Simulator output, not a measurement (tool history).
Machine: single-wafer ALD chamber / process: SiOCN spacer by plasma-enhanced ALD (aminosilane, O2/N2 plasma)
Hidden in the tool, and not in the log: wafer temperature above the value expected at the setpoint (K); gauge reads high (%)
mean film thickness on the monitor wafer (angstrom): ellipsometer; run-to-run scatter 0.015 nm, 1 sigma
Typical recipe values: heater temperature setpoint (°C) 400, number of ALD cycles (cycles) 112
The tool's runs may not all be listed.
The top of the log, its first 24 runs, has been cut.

run,hour,heater temperature setpoint (°C),number of ALD cycles (cycles),wafers since the last listed run,hours since the last thermocouple change,hours since the gauge calibration,"read-back reference wafer on the same gauge, thickness_nm",mean film thickness on the monitor wafer (angstrom)
25,1215.8,386,101,203,569.6,585.8,6.286,54.6
26,1257,400,112,121,610.8,627,6.288,60.33
27,1319.9,400,112,186,673.7,689.9,6.293,60.65
28,1370.6,412,112,150,724.4,740.6,6.29,58.66
29,1413.4,389,95,126,767.2,783.4,6.292,51.07
30,1462.4,400,112,144,816.2,832.4,6.29,60.41
31,1498.1,396,119,105,851.9,868.1,6.291,64.47
32,1558.1,410,132,177,911.9,928.1,6.3,69.21
33,1587.7,400,125,87,941.5,957.7,6.298,67.15
34,1650.3,391,134,185,1004.1,1020.3,6.301,72.01
35,1697.8,400,112,140,1051.6,1067.8,6.302,60.55

Below are 3 alternative next runs, each starting from the tool's condition after run 35. Predict each:
A,1698.4,395,112,1,1052.2,1068.4,?,?
B,1698.4,392,112,1,1052.2,1068.4,?,?
C,1698.4,393,92,1,1052.2,1068.4,?,?

run,"read-back reference wafer on the same gauge, thickness_nm",mean film thickness on the monitor wafer (angstrom)
A,6.301,60.21
B,6.301,60.21
C,6.301,49.46
What these runs would have given with no unlogged condition in the tool:
run,mean film thickness on the monitor wafer (angstrom)
A,59.64
B,59.64
C,48.99
